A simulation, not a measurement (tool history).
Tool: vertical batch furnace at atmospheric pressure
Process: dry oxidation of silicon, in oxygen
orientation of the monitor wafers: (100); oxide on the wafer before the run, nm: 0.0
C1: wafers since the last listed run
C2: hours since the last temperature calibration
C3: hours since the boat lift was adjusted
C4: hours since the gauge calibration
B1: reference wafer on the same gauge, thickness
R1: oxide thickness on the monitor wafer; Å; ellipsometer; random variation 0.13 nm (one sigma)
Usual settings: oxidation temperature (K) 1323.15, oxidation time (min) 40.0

{"run": 1, "hour": 0.0, "oxidation temperature (K)": 1323.15, "oxidation time (min)": 40.0, "C1": 0, "C2": 2454.2, "C3": 1295.4, "C4": 1.7, "B1": 57.22, "R1": 577.7}
{"run": 2, "hour": 18.8, "oxidation temperature (K)": 1323.15, "oxidation time (min)": 40.0, "C1": 178, "C2": 2473.0, "C3": 1314.2, "C4": 20.5, "B1": 57.17, "R1": 578.2}
{"run": 3, "hour": 35.1, "oxidation temperature (K)": 1307.15, "oxidation time (min)": 40.0, "C1": 154, "C2": 2489.3, "C3": 1330.5, "C4": 36.8, "B1": 57.2, "R1": 501.8}
{"run": 4, "hour": 55.2, "oxidation temperature (K)": 1307.15, "oxidation time (min)": 40.0, "C1": 190, "C2": 2509.4, "C3": 1350.6, "C4": 56.9, "B1": 57.2, "R1": 501.4}
{"run": 5, "hour": 63.0, "oxidation temperature (K)": 1323.15, "oxidation time (min)": 51.0, "C1": 74, "C2": 2517.2, "C3": 1358.4, "C4": 64.7, "B1": 57.17, "R1": 673.1}
{"run": 6, "hour": 78.4, "oxidation temperature (K)": 1323.15, "oxidation time (min)": 51.0, "C1": 146, "C2": 2532.6, "C3": 1373.8, "C4": 80.1, "B1": 57.18, "R1": 669.5}
{"run": 7, "hour": 92.2, "oxidation temperature (K)": 1323.15, "oxidation time (min)": 40.0, "C1": 130, "C2": 2546.4, "C3": 1387.6, "C4": 93.9, "B1": 57.22, "R1": 573.3}
{"run": 8, "hour": 110.6, "oxidation temperature (K)": 1323.15, "oxidation time (min)": 40.0, "C1": 174, "C2": 2564.8, "C3": 1406.0, "C4": 112.3, "B1": 57.22, "R1": 573.6}
{"run": 9, "hour": 126.4, "oxidation temperature (K)": 1323.15, "oxidation time (min)": 40.0, "C1": 149, "C2": 2580.6, "C3": 1421.8, "C4": 128.1, "B1": 57.2, "R1": 575.4}
{"run": 10, "hour": 137.5, "oxidation temperature (K)": 1323.15, "oxidation time (min)": 55.0, "C1": 105, "C2": 2591.7, "C3": 1432.9, "C4": 139.2, "B1": 57.17, "R1": 701.5}
{"run": 11, "hour": 148.1, "oxidation temperature (K)": 1323.15, "oxidation time (min)": 55.0, "C1": 100, "C2": 2602.3, "C3": 1443.5, "C4": 149.8, "B1": 57.19, "R1": 702.6}
{"run": 12, "hour": 165.6, "oxidation temperature (K)": 1323.15, "oxidation time (min)": 55.0, "C1": 166, "C2": 2619.8, "C3": 1461.0, "C4": 167.3, "B1": 57.22, "R1": 702.9}
{"run": 13, "hour": 176.7, "oxidation temperature (K)": 1318.15, "oxidation time (min)": 31.5, "C1": 105, "C2": 2630.9, "C3": 1472.1, "C4": 178.4, "B1": 57.19, "R1": 475.5}
{"run": 14, "hour": 196.4, "oxidation temperature (K)": 1318.15, "oxidation time (min)": 31.5, "C1": 186, "C2": 2650.6, "C3": 1491.8, "C4": 198.1, "B1": 57.21, "R1": 473.6}
{"run": 15, "hour": 205.6, "oxidation temperature (K)": 1318.15, "oxidation time (min)": 31.5, "C1": 87, "C2": 2659.8, "C3": 1501.0, "C4": 207.3, "B1": 57.21, "R1": 474.9}
{"run": 16, "hour": 219.8, "oxidation temperature (K)": 1323.15, "oxidation time (min)": 53.5, "C1": 134, "C2": 2674.0, "C3": 1515.2, "C4": 221.5, "B1": 57.19, "R1": 684.5}
{"run": 17, "hour": 228.8, "oxidation temperature (K)": 1323.15, "oxidation time (min)": 40.0, "C1": 85, "C2": 2683.0, "C3": 1524.2, "C4": 230.5, "B1": 57.21, "R1": 573.9}
{"run": 18, "hour": 245.8, "oxidation temperature (K)": 1307.15, "oxidation time (min)": 40.0, "C1": 161, "C2": 2700.0, "C3": 1541.2, "C4": 247.5, "B1": 57.2, "R1": 498.1}
{"run": 19, "hour": 264.3, "oxidation temperature (K)": 1310.15, "oxidation time (min)": 46.5, "C1": 175, "C2": 2718.5, "C3": 1559.7, "C4": 266.0, "B1": 57.19, "R1": 560.6}
{"run": 20, "hour": 273.3, "oxidation temperature (K)": 1337.15, "oxidation time (min)": 40.0, "C1": 85, "C2": 2727.5, "C3": 1568.7, "C4": 275.0, "B1": 57.19, "R1": 642.1}
{"hour": 301.3, "done": "boat lift adjusted"}
{"run": 21, "hour": 301.8, "oxidation temperature (K)": 1317.15, "oxidation time (min)": 53.0, "C1": 42, "C2": 2756.0, "C3": 0.5, "C4": 303.5, "B1": 57.22, "R1": 663.5}
{"run": 22, "hour": 306.6, "oxidation temperature (K)": 1301.15, "oxidation time (min)": 34.5, "C1": 45, "C2": 2760.8, "C3": 5.3, "C4": 308.3, "B1": 57.18, "R1": 442.0}
{"run": 23, "hour": 318.9, "oxidation temperature (K)": 1323.15, "oxidation time (min)": 22.5, "C1": 116, "C2": 2773.1, "C3": 17.6, "C4": 320.6, "B1": 57.22, "R1": 415.5}
{"hour": 350.2, "done": "thermocouples replaced and temperature profile calibrated"}
{"run": 24, "hour": 350.7, "oxidation temperature (K)": 1323.15, "oxidation time (min)": 26.0, "C1": 74, "C2": 0.5, "C3": 49.4, "C4": 352.4, "B1": 57.2, "R1": 453.4}
{"run": 25, "hour": 355.5, "oxidation temperature (K)": 1307.15, "oxidation time (min)": 40.0, "C1": 45, "C2": 5.3, "C3": 54.2, "C4": 357.2, "B1": 57.18, "R1": 512.0}
{"run": 26, "hour": 360.3, "oxidation temperature (K)": 1323.15, "oxidation time (min)": 40.0, "C1": 45, "C2": 10.1, "C3": 59.0, "C4": 362.0, "B1": 57.2, "R1": 588.5}
{"hour": 367.0, "done": "gauge calibrated"}
{"run": 27, "hour": 370.6, "oxidation temperature (K)": 1307.15, "oxidation time (min)": 50.0, "C1": 97, "C2": 20.4, "C3": 69.3, "C4": 3.6, "B1": 57.22, "R1": 589.1}
{"run": 28, "hour": 386.6, "oxidation temperature (K)": 1310.15, "oxidation time (min)": 40.0, "C1": 151, "C2": 36.4, "C3": 85.3, "C4": 19.6, "B1": 57.17, "R1": 525.4}
{"run": 29, "hour": 395.7, "oxidation temperature (K)": 1323.15, "oxidation time (min)": 27.5, "C1": 86, "C2": 45.5, "C3": 94.4, "C4": 28.7, "B1": 57.18, "R1": 468.4}
{"run": 30, "hour": 410.7, "oxidation temperature (K)": 1313.15, "oxidation time (min)": 56.5, "C1": 142, "C2": 60.5, "C3": 109.4, "C4": 43.7, "B1": 57.21, "R1": 670.2}
{"run": 31, "hour": 426.5, "oxidation temperature (K)": 1334.15, "oxidation time (min)": 47.0, "C1": 149, "C2": 76.3, "C3": 125.2, "C4": 59.5, "B1": 57.2, "R1": 711.5}
{"run": 32, "hour": 442.8, "oxidation temperature (K)": 1340.15, "oxidation time (min)": 49.0, "C1": 154, "C2": 92.6, "C3": 141.5, "C4": 75.8, "B1": 57.23, "R1": 765.2}
{"run": 33, "hour": 455.6, "oxidation temperature (K)": 1323.15, "oxidation time (min)": 40.0, "C1": 121, "C2": 105.4, "C3": 154.3, "C4": 88.6, "B1": 57.24, "R1": 588.4}
{"run": 34, "hour": 471.1, "oxidation temperature (K)": 1315.15, "oxidation time (min)": 21.0, "C1": 147, "C2": 120.9, "C3": 169.8, "C4": 104.1, "B1": 57.23, "R1": 373.0}
{"run": 35, "hour": 478.8, "oxidation temperature (K)": 1323.15, "oxidation time (min)": 52.0, "C1": 73, "C2": 128.6, "C3": 177.5, "C4": 111.8, "B1": 57.19, "R1": 692.0}
{"run": 36, "hour": 489.0, "oxidation temperature (K)": 1338.15, "oxidation time (min)": 40.0, "C1": 96, "C2": 138.8, "C3": 187.7, "C4": 122.0, "B1": 57.19, "R1": 662.0}
{"run": 37, "hour": 505.6, "oxidation temperature (K)": 1315.15, "oxidation time (min)": 32.0, "C1": 157, "C2": 155.4, "C3": 204.3, "C4": 138.6, "B1": 57.21, "R1": 478.7}
{"run": 38, "hour": 523.0, "oxidation temperature (K)": 1309.15, "oxidation time (min)": 26.0, "C1": 165, "C2": 172.8, "C3": 221.7, "C4": 156.0, "B1": 57.23, "R1": 403.0}

What the log doesn't show, run by run:
true tube temperature minus thermocouple reading, K: 0 in every run
gauge reads high (%): 0 in every run
H1: monitor wafer colder than the profiled boat position, K
run=1 H1=2.16
run=2 H1=2.22
run=3 H1=2.27
run=4 H1=2.34
run=5 H1=2.36
run=6 H1=2.41
run=7 H1=2.46
run=8 H1=2.52
run=9 H1=2.57
run=10 H1=2.61
run=11 H1=2.64
run=12 H1=2.7
run=13 H1=2.74
run=14 H1=2.81
run=15 H1=2.84
run=16 H1=2.9
run=17 H1=2.93
run=18 H1=2.99
run=19 H1=3.06
run=20 H1=3.09
run=21 H1=0.0116
run=22 H1=0.0117
run=23 H1=0.012
run=24 H1=0.0145
run=25 H1=0.0151
run=26 H1=0.0157
run=27 H1=0.0173
run=28 H1=0.0202
run=29 H1=0.0222
run=30 H1=0.0258
run=31 H1=0.0302
run=32 H1=0.0353
run=33 H1=0.0398
run=34 H1=0.0457
run=35 H1=0.0489
run=36 H1=0.0533
run=37 H1=0.061
run=38 H1=0.0697
